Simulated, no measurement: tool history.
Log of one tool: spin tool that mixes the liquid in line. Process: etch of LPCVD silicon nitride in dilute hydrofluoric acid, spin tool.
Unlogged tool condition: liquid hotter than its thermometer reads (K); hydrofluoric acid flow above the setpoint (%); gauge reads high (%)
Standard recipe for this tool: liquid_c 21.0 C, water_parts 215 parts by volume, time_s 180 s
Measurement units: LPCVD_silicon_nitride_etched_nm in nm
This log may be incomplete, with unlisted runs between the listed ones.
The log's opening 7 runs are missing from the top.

run,hour,liquid_c,water_parts,time_s,wafers since the last listed run,hours since the thermometer was replaced,hours since the hydrofluoric acid flow meter was replaced,hours since the gauge calibration,"read-back film thickness of the LPCVD silicon nitride reference wafer, read on the same gauge (nm)",LPCVD_silicon_nitride_etched_nm
8,687.8,21.0,215,180,995,1476.8,448.4,1845.1,89.950,0.376
9,750.3,21.0,215,180,351,1539.3,510.9,1907.6,89.959,0.379
10,843.7,21.0,215,180,525,1632.7,604.3,2001.0,90.019,0.396
11,900.0,21.0,215,180,316,1689.0,660.6,2057.3,89.968,0.343
12,944.4,21.0,215,180,249,1733.4,705.0,2101.7,89.987,0.385
# hour 969.1: thermometer replaced
13,1011.1,21.0,215,180,369,42.0,771.7,2168.4,89.963,0.347
14,1042.5,19.0,145,180,176,73.4,803.1,2199.8,89.978,0.424
# hour 1066.4: hydrofluoric acid flow meter replaced
15,1090.0,23.0,215,180,261,120.9,23.6,2247.3,90.067,0.404
16,1123.1,25.0,215,180,186,154.0,56.7,2280.4,90.022,0.532
17,1194.6,21.0,215,180,402,225.5,128.2,2351.9,90.020,0.388
18,1232.8,17.0,215,220,214,263.7,166.4,2390.1,89.990,0.343
19,1289.8,24.0,215,180,320,320.7,223.4,2447.1,89.933,0.468
20,1318.7,18.0,120,85,162,349.6,252.3,2476.0,89.987,0.263
# hour 1347.6: gauge calibrated
21,1355.6,21.0,125,180,207,386.5,289.2,8.0,89.993,0.630
22,1401.9,18.5,150,270,260,432.8,335.5,54.3,90.001,0.618
23,1467.6,25.0,285,220,369,498.5,401.2,120.0,89.996,0.396
24,1525.6,21.0,215,275,326,556.5,459.2,178.0,90.011,0.547
25,1571.7,25.5,215,240,259,602.6,505.3,224.1,90.018,0.634
26,1627.4,21.0,215,180,313,658.3,561.0,279.8,90.001,0.427
27,1699.3,25.0,285,220,404,730.2,632.9,351.7,90.004,0.465
28,1764.2,25.0,135,130,365,795.1,697.8,416.6,89.973,0.557

Expected results for the next run?
29,1805.0,18.0,130,255,229,835.9,738.6,457.4,?,?

read-back film thickness of the LPCVD silicon nitride reference wafer, read on the same gauge (nm): 89.968
LPCVD_silicon_nitride_etched_nm: 0.720 nm
Had the tool carried no hidden state, the very same run would have given LPCVD_silicon_nitride_etched_nm 0.720 nm.
